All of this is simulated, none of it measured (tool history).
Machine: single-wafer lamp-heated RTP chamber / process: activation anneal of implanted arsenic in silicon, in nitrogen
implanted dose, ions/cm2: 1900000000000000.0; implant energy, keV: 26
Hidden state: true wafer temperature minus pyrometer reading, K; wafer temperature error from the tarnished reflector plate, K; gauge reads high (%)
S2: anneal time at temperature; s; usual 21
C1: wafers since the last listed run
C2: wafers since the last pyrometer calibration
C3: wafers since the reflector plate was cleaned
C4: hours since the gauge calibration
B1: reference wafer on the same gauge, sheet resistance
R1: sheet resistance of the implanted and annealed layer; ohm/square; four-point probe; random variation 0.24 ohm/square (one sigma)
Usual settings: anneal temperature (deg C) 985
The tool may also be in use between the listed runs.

{"run": 1, "day": 0.0, "anneal temperature (deg C)": 985, "S2": 21, "C1": 0, "C2": 94, "C3": 6831, "C4": 142.1, "B1": 95.03, "R1": 100.89}
{"day": 0.462, "done": "reflector plate cleaned"}
{"run": 2, "day": 0.854, "anneal temperature (deg C)": 985, "S2": 21, "C1": 222, "C2": 317, "C3": 166, "C4": 162.6, "B1": 95.07, "R1": 101.04}
{"run": 3, "day": 2.129, "anneal temperature (deg C)": 985, "S2": 21, "C1": 545, "C2": 862, "C3": 712, "C4": 193.2, "B1": 94.96, "R1": 100.35}
{"run": 4, "day": 3.608, "anneal temperature (deg C)": 985, "S2": 21, "C1": 632, "C2": 1495, "C3": 1345, "C4": 228.7, "B1": 94.94, "R1": 98.79}
{"run": 5, "day": 4.167, "anneal temperature (deg C)": 985, "S2": 25, "C1": 238, "C2": 1734, "C3": 1583, "C4": 242.1, "B1": 94.99, "R1": 96.23}
{"day": 4.775, "done": "pyrometer window cleaned and pyrometer calibrated"}
{"run": 6, "day": 4.992, "anneal temperature (deg C)": 969, "S2": 21, "C1": 210, "C2": 92, "C3": 1794, "C4": 261.9, "B1": 95.09, "R1": 106.97}
{"run": 7, "day": 5.929, "anneal temperature (deg C)": 969, "S2": 21, "C1": 401, "C2": 493, "C3": 2195, "C4": 284.4, "B1": 95, "R1": 106.8}
{"run": 8, "day": 6.967, "anneal temperature (deg C)": 969, "S2": 21, "C1": 443, "C2": 937, "C3": 2639, "C4": 309.3, "B1": 94.96, "R1": 105.84}
{"run": 9, "day": 7.825, "anneal temperature (deg C)": 970, "S2": 18, "C1": 367, "C2": 1304, "C3": 3006, "C4": 329.9, "B1": 94.85, "R1": 106.32}
{"run": 10, "day": 9.046, "anneal temperature (deg C)": 985, "S2": 21, "C1": 522, "C2": 1827, "C3": 3528, "C4": 359.2, "B1": 95.02, "R1": 98.31}
{"day": 10.146, "done": "pyrometer window cleaned and pyrometer calibrated"}
{"run": 11, "day": 10.167, "anneal temperature (deg C)": 985, "S2": 21, "C1": 336, "C2": 9, "C3": 3865, "C4": 386.1, "B1": 95.01, "R1": 101.3}
{"run": 12, "day": 10.946, "anneal temperature (deg C)": 1007, "S2": 11, "C1": 333, "C2": 342, "C3": 4198, "C4": 404.8, "B1": 95.05, "R1": 100.39}
{"run": 13, "day": 12.504, "anneal temperature (deg C)": 985, "S2": 15, "C1": 666, "C2": 1009, "C3": 4865, "C4": 442.2, "B1": 95.06, "R1": 103.78}
{"run": 14, "day": 13.621, "anneal temperature (deg C)": 1012, "S2": 26, "C1": 477, "C2": 1487, "C3": 5343, "C4": 469, "B1": 94.89, "R1": 87.94}
{"day": 14.712, "done": "pyrometer window cleaned and pyrometer calibrated"}
{"run": 15, "day": 14.733, "anneal temperature (deg C)": 966, "S2": 9, "C1": 333, "C2": 8, "C3": 5676, "C4": 495.7, "B1": 94.99, "R1": 114.71}
{"run": 16, "day": 14.954, "anneal temperature (deg C)": 985, "S2": 21, "C1": 94, "C2": 103, "C3": 5771, "C4": 501, "B1": 94.93, "R1": 100.51}
{"run": 17, "day": 15.9, "anneal temperature (deg C)": 1001, "S2": 18, "C1": 404, "C2": 508, "C3": 6175, "C4": 523.7, "B1": 94.99, "R1": 96.56}
{"run": 18, "day": 17.158, "anneal temperature (deg C)": 965, "S2": 31, "C1": 538, "C2": 1046, "C3": 6713, "C4": 553.9, "B1": 95.01, "R1": 103.05}
{"run": 19, "day": 18.154, "anneal temperature (deg C)": 997, "S2": 26, "C1": 426, "C2": 1472, "C3": 7139, "C4": 577.8, "B1": 95.05, "R1": 92.36}
{"day": 18.267, "done": "gauge calibrated"}
{"day": 18.746, "done": "reflector plate cleaned"}
{"run": 20, "day": 18.767, "anneal temperature (deg C)": 1000, "S2": 27, "C1": 119, "C2": 1591, "C3": 9, "C4": 12, "B1": 95.13, "R1": 90.02}
{"day": 19.329, "done": "pyrometer window cleaned and pyrometer calibrated"}
{"run": 21, "day": 19.921, "anneal temperature (deg C)": 985, "S2": 21, "C1": 351, "C2": 253, "C3": 360, "C4": 39.7, "B1": 95.06, "R1": 100.86}
{"run": 22, "day": 20.917, "anneal temperature (deg C)": 985, "S2": 21, "C1": 426, "C2": 679, "C3": 786, "C4": 63.6, "B1": 95.06, "R1": 100.66}
{"run": 23, "day": 21.65, "anneal temperature (deg C)": 974, "S2": 27, "C1": 313, "C2": 993, "C3": 1100, "C4": 81.2, "B1": 95.04, "R1": 101.83}
{"run": 24, "day": 22.892, "anneal temperature (deg C)": 956, "S2": 15, "C1": 531, "C2": 1524, "C3": 1631, "C4": 111, "B1": 95.02, "R1": 112.25}
{"day": 23.788, "done": "pyrometer window cleaned and pyrometer calibrated"}
{"run": 25, "day": 23.808, "anneal temperature (deg C)": 1011, "S2": 25, "C1": 249, "C2": 9, "C3": 1880, "C4": 133, "B1": 94.98, "R1": 90.18}

Selected run-to-run steps in R1, each split into two signed amounts: the part the tool would show with no hidden state at all (from settings, incoming material and random variation), and the remainder, which goes to the hidden state together with any gauge scatter not common to the measured and the hidden-state-free results:
Run 10 -> 11: pyrometer window cleaned and pyrometer calibrated. R1 +2.99 ohm/square: hidden state +2.81, all else +0.18.
Run 14 -> 15: anneal temperature (deg C) 1012 -> 966, S2 26 -> 9, pyrometer window cleaned and pyrometer calibrated. R1 +26.77 ohm/square: hidden state +1.1, all else +25.67.
Run 20 -> 21: anneal temperature (deg C) 1000 -> 985, S2 27 -> 21, pyrometer window cleaned and pyrometer calibrated. R1 +10.84 ohm/square: hidden state +2.76, all else +8.08.
Run 24 -> 25: anneal temperature (deg C) 956 -> 1011, S2 15 -> 25, pyrometer window cleaned and pyrometer calibrated. R1 -22.07 ohm/square: hidden state +1.87, all else -23.94.

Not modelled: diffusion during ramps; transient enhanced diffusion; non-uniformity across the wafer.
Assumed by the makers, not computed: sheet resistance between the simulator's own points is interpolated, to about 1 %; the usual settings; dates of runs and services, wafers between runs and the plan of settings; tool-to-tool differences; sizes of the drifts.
